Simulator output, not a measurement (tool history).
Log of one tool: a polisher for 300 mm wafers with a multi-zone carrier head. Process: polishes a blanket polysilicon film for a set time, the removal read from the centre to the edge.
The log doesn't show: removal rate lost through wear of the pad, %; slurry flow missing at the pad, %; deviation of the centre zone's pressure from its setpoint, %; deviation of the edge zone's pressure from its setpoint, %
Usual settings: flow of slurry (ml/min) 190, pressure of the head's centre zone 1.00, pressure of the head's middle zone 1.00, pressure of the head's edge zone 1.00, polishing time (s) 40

run,hour,flow of slurry (ml/min),pressure of the head's centre zone,pressure of the head's middle zone,pressure of the head's edge zone,polishing time (s),wafers since the last listed run,wafers polished on this pad,hours since the slurry nozzle was cleaned,hours since the centre zone pressure was calibrated,hours since the edge zone pressure was calibrated,hours since the carrier head's membrane was replaced,"incoming thickness of the incoming film, nm",film removed at the wafer's centre (angstrom),film removed at mid-radius (angstrom),film removed at the wafer's edge (angstrom)
1,0.0,190,1.00,1.00,0.96,40,0,260,456.1,856.5,1227.1,849.2,2207.2,4026,3776,3614
2,49.5,190,1.06,1.00,1.00,36,327,588,505.6,906.0,1276.6,898.7,2223.1,3737,3223,3176
3,57.2,190,1.06,1.00,1.00,36,50,639,513.3,913.7,1284.3,906.4,2191.6,3743,3247,3213
4,63.9,190,1.00,1.00,1.00,40,44,683,520.0,920.4,1291.0,913.1,2185.0,3840,3619,3498
5,81.8,190,1.00,1.00,1.00,40,118,801,537.9,938.3,1308.9,931.0,2179.9,3883,3517,3496
6,99.3,190,1.00,0.94,1.00,40,115,917,555.4,955.8,1326.4,948.5,2186.0,3883,3310,3487
7,107.1,190,1.00,1.00,1.00,40,51,969,563.2,963.6,1334.2,956.3,2204.9,3803,3490,3459
8,119.0,190,1.00,1.00,0.97,30,78,1048,575.1,975.5,1346.1,968.2,2242.8,2893,2646,2587
9,128.1,190,1.00,1.00,1.00,40,60,1108,584.2,984.6,1355.2,977.3,2210.6,3789,3508,3503
10,136.6,190,1.12,0.89,1.10,49,56,1164,592.7,993.1,1363.7,985.8,2190.5,5144,3997,4433
# hour 157.2: worn pad replaced by a new one
11,157.7,190,1.07,1.00,0.89,51,113,3,613.8,1014.2,1384.8,1006.9,2155.3,5904,5076,4748
12,162.3,245,1.00,1.00,1.05,44,30,34,618.4,1018.8,1389.4,1011.5,2204.6,5025,4567,4504
13,176.7,190,1.10,1.00,1.00,52,95,129,632.8,1033.2,1403.8,1025.9,2210.1,5989,4966,4893
# hour 180.9: centre zone pressure recalibrated
14,187.7,190,1.00,1.00,1.00,40,59,188,643.8,6.8,1414.8,1036.9,2166.9,3686,3774,3746
15,203.3,190,1.00,1.00,1.00,40,103,292,659.4,22.4,1430.4,1052.5,2211.1,3605,3686,3680
16,215.9,250,1.00,1.00,1.00,40,83,375,672.0,35.0,1443.0,1065.1,2181.5,3788,3826,3670
# hour 243.2: slurry nozzle cleaned
# hour 251.6: edge zone pressure recalibrated
# hour 254.3: carrier head's membrane replaced by a new one
17,266.0,190,1.10,1.00,1.00,54,294,669,22.8,85.1,14.4,11.7,2220.1,5218,4795,4696
18,277.9,230,1.00,1.00,1.00,40,78,748,34.7,97.0,26.3,23.6,2206.0,3612,3715,3553
19,289.1,190,1.00,1.00,1.00,28,74,822,45.9,108.2,37.5,34.8,2201.3,2475,2533,2448
20,296.0,230,1.06,0.90,1.00,40,45,868,52.8,115.1,44.4,41.7,2183.7,3764,3442,3545
# hour 324.3: worn pad replaced by a new one
21,341.7,190,1.10,1.00,1.00,40,275,115,98.5,160.8,90.1,87.4,2212.2,4213,3726,3704
22,350.4,160,0.93,1.00,0.94,50,57,172,107.2,169.5,98.8,96.1,2229.2,4132,4630,4383
23,362.6,165,1.00,1.00,0.90,40,80,253,119.4,181.7,111.0,108.3,2187.4,3581,3705,3384

3 ways to go on from here, each from the tool as it stands after run 23. What would each give?
A,363.0,190,1.11,1.00,1.00,40,2,256,119.8,182.1,111.4,108.7,2207.4,?,?,?
B,363.0,190,0.92,0.93,1.00,34,2,256,119.8,182.1,111.4,108.7,2207.4,?,?,?
C,363.0,190,1.05,1.00,0.95,47,2,256,119.8,182.1,111.4,108.7,2207.4,?,?,?

run,film removed at the wafer's centre (angstrom),film removed at mid-radius (angstrom),film removed at the wafer's edge (angstrom)
A,4067,3732,3617
B,2862,3023,3077
C,4520,4387,4148
Without the tool's hidden state the same runs would have given:
run,film removed at the wafer's centre (angstrom),film removed at mid-radius (angstrom),film removed at the wafer's edge (angstrom)
A,4330,4079,3953
B,3045,3304,3363
C,4811,4794,4533
